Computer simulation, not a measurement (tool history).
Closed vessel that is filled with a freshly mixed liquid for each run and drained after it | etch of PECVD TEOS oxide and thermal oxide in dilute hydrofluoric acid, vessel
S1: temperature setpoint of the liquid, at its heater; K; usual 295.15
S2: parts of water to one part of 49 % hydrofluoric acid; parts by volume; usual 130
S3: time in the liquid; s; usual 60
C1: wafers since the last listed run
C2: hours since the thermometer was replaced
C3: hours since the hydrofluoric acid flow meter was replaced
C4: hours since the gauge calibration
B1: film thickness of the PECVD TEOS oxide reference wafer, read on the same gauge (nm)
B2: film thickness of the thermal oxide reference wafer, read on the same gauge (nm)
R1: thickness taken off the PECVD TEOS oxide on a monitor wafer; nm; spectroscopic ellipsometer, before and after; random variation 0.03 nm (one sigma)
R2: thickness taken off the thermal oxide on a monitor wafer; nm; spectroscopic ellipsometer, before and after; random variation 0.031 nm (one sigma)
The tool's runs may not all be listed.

| run | hour | S1 | S2 | S3 | C1 | C2 | C3 | C4 | B1 | B2 | R1 | R2 |
|---|---|---|---|---|---|---|---|---|---|---|---|---|
| 1 | 0.0 | 295.15 | 130 | 60 | 0 | 502.1 | 190.9 | 219.6 | 50.006 | 39.988 | 4.584 | 1.865 |
| 2 | 83.0 | 295.15 | 130 | 60 | 7385 | 585.1 | 273.9 | 302.6 | 49.997 | 39.965 | 4.548 | 1.807 |
| 3 | 124.6 | 295.15 | 130 | 75 | 3701 | 626.7 | 315.5 | 344.2 | 50.005 | 39.986 | 5.667 | 2.246 |
| 4 | 210.0 | 298.65 | 70 | 90 | 7598 | 712.1 | 400.9 | 429.6 | 49.989 | 40.005 | 15.556 | 6.308 |
| 5 | 296.2 | 297.15 | 85 | 50 | 7669 | 798.3 | 487.1 | 515.8 | 49.992 | 40.004 | 6.523 | 2.658 |
|  | 394.1 | thermometer replaced |
| 6 | 399.9 | 295.15 | 95 | 30 | 9137 | 5.8 | 590.8 | 619.5 | 50.015 | 40.014 | 3.292 | 1.353 |
| 7 | 485.6 | 298.65 | 90 | 90 | 7625 | 91.5 | 676.5 | 705.2 | 50.007 | 40.013 | 12.218 | 4.686 |
| 8 | 571.0 | 296.65 | 70 | 45 | 7598 | 176.9 | 761.9 | 790.6 | 50.010 | 39.995 | 7.298 | 2.956 |
| 9 | 620.2 | 292.65 | 170 | 85 | 4377 | 226.1 | 811.1 | 839.8 | 50.013 | 40.010 | 4.307 | 1.712 |
| 10 | 710.2 | 295.15 | 130 | 60 | 8007 | 316.1 | 901.1 | 929.8 | 50.004 | 40.028 | 4.562 | 1.780 |
| 11 | 798.5 | 295.15 | 130 | 60 | 7856 | 404.4 | 989.4 | 1018.1 | 49.978 | 40.018 | 4.492 | 1.854 |
| 12 | 999.6 | 298.65 | 130 | 60 | 17893 | 605.5 | 1190.5 | 1219.2 | 50.001 | 39.987 | 5.056 | 1.980 |
| 13 | 1094.9 | 295.15 | 130 | 35 | 8479 | 700.8 | 1285.8 | 1314.5 | 50.001 | 40.020 | 2.572 | 1.048 |
|  | 1180.6 | thermometer replaced |
| 14 | 1202.6 | 295.15 | 115 | 45 | 9493 | 22.0 | 1393.5 | 1422.2 | 50.000 | 40.010 | 3.930 | 1.542 |
| 15 | 1305.8 | 295.15 | 130 | 60 | 9182 | 125.2 | 1496.7 | 1525.4 | 50.002 | 40.014 | 4.543 | 1.838 |
| 16 | 1342.3 | 290.65 | 155 | 85 | 3247 | 161.7 | 1533.2 | 1561.9 | 49.985 | 40.022 | 4.368 | 1.774 |
| 17 | 1436.1 | 295.15 | 130 | 60 | 8346 | 255.5 | 1627.0 | 1655.7 | 49.991 | 40.011 | 4.466 | 1.781 |
| 18 | 1496.4 | 295.15 | 185 | 85 | 5365 | 315.8 | 1687.3 | 1716.0 | 49.990 | 39.984 | 4.144 | 1.686 |

Run 19 comes next. What will it give?
| 19 | 1534.4 | 300.15 | 75 | 35 | 3381 | 353.8 | 1725.3 | 1754.0 | ? | ? | ? | ? |

{"run 19": {"B1": 50.02, "B2": 40.0, "R1": 5.828, "R2": 2.36}}
Without the tool's hidden state the same run would have given R1 6.265 nm, R2 2.537 nm.
